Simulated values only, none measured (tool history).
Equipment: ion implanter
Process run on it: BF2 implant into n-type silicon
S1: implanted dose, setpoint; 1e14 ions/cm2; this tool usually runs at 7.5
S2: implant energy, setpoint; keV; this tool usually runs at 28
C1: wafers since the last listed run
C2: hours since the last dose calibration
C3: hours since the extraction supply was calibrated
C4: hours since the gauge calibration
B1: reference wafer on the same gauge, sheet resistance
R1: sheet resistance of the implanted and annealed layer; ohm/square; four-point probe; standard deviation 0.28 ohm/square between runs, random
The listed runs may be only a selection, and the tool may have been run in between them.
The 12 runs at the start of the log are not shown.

| run | hour | S1 | S2 | C1 | C2 | C3 | C4 | B1 | R1 |
|---|---|---|---|---|---|---|---|---|---|
| 13 | 147.4 | 7.5 | 28 | 269 | 1834 | 2856.5 | 572.3 | 176.99 | 178.57 |
| 14 | 156.9 | 5.3 | 36.5 | 246 | 1843.5 | 2866 | 581.8 | 176.83 | 218.2 |
|  | 163.1 | gauge calibrated |
| 15 | 166.8 | 6.27 | 20 | 256 | 1853.4 | 2875.9 | 3.7 | 176.99 | 217.52 |
| 16 | 175.8 | 9.37 | 22 | 233 | 1862.4 | 2884.9 | 12.7 | 177.08 | 171.47 |
| 17 | 185.8 | 7.5 | 28 | 259 | 1872.4 | 2894.9 | 22.7 | 177.14 | 178.97 |
| 18 | 195.2 | 6.52 | 28 | 244 | 1881.8 | 2904.3 | 32.1 | 177.07 | 195.59 |
| 19 | 206.1 | 7.5 | 28 | 282 | 1892.7 | 2915.2 | 43 | 177 | 178.62 |
| 20 | 221.4 | 7.5 | 28 | 397 | 1908 | 2930.5 | 58.3 | 176.96 | 178.47 |
|  | 235.9 | extraction supply calibrated |
| 21 | 266.3 | 7.5 | 18.5 | 957 | 1952.9 | 30.4 | 103.2 | 177.04 | 201.69 |
| 22 | 284.2 | 5.44 | 28 | 464 | 1970.8 | 48.3 | 121.1 | 176.89 | 222.32 |
| 23 | 294.4 | 8.08 | 33 | 264 | 1981 | 58.5 | 131.3 | 176.91 | 163.28 |
| 24 | 302.4 | 6.86 | 36.5 | 207 | 1989 | 66.5 | 139.3 | 177.02 | 178.16 |
| 25 | 310.9 | 8.36 | 33.5 | 220 | 1997.5 | 75 | 147.8 | 176.94 | 159.58 |
|  | 324.1 | Faraday cup replaced and dose calibrated |
| 26 | 324.8 | 8.16 | 37 | 153 | 0.7 | 88.9 | 161.7 | 176.96 | 162.37 |
| 27 | 339.3 | 7.5 | 32.5 | 376 | 15.2 | 103.4 | 176.2 | 177.02 | 176.71 |
| 28 | 345.8 | 9.34 | 36 | 168 | 21.7 | 109.9 | 182.7 | 176.96 | 150.05 |
| 29 | 357.4 | 7.5 | 33 | 301 | 33.3 | 121.5 | 194.3 | 176.97 | 176.04 |
| 30 | 371 | 6.37 | 19.5 | 353 | 46.9 | 135.1 | 207.9 | 176.83 | 222.3 |
| 31 | 380.1 | 7.5 | 28 | 236 | 56 | 144.2 | 217 | 176.9 | 182.81 |
| 32 | 394.1 | 8.7 | 35.5 | 363 | 70 | 158.2 | 231 | 177.11 | 156.71 |
| 33 | 405.2 | 8.25 | 35 | 288 | 81.1 | 169.3 | 242.1 | 176.97 | 163.05 |
| 34 | 419.2 | 7.5 | 28 | 363 | 95.1 | 183.3 | 256.1 | 176.99 | 182.72 |
| 35 | 436.2 | 9.11 | 32 | 441 | 112.1 | 200.3 | 273.1 | 177.05 | 156.37 |
| 36 | 447.2 | 5.32 | 28 | 285 | 123.1 | 211.3 | 284.1 | 177.07 | 232.08 |

Predict each of these 5 candidate next runs independently; none follows another, all start after run 36:
| A | 447.6 | 7.5 | 34.5 | 10 | 123.5 | 211.7 | 284.5 | ? | ? |
| B | 447.6 | 7.5 | 32 | 10 | 123.5 | 211.7 | 284.5 | ? | ? |
| C | 447.6 | 6.86 | 23 | 10 | 123.5 | 211.7 | 284.5 | ? | ? |
| D | 447.6 | 9.25 | 23 | 10 | 123.5 | 211.7 | 284.5 | ? | ? |
| E | 447.6 | 8.53 | 36 | 10 | 123.5 | 211.7 | 284.5 | ? | ? |

| run | B1 | R1 |
|---|---|---|
| A | 177.09 | 173.32 |
| B | 177.09 | 176.34 |
| C | 177.09 | 202.69 |
| D | 177.09 | 172.43 |
| E | 177.09 | 157.64 |
Stripped of hidden state, with their random variation kept, the same runs would have yielded:
| run | R1 |
|---|---|
| A | 174.73 |
| B | 177.73 |
| C | 204.17 |
| D | 173.38 |
| E | 158.82 |
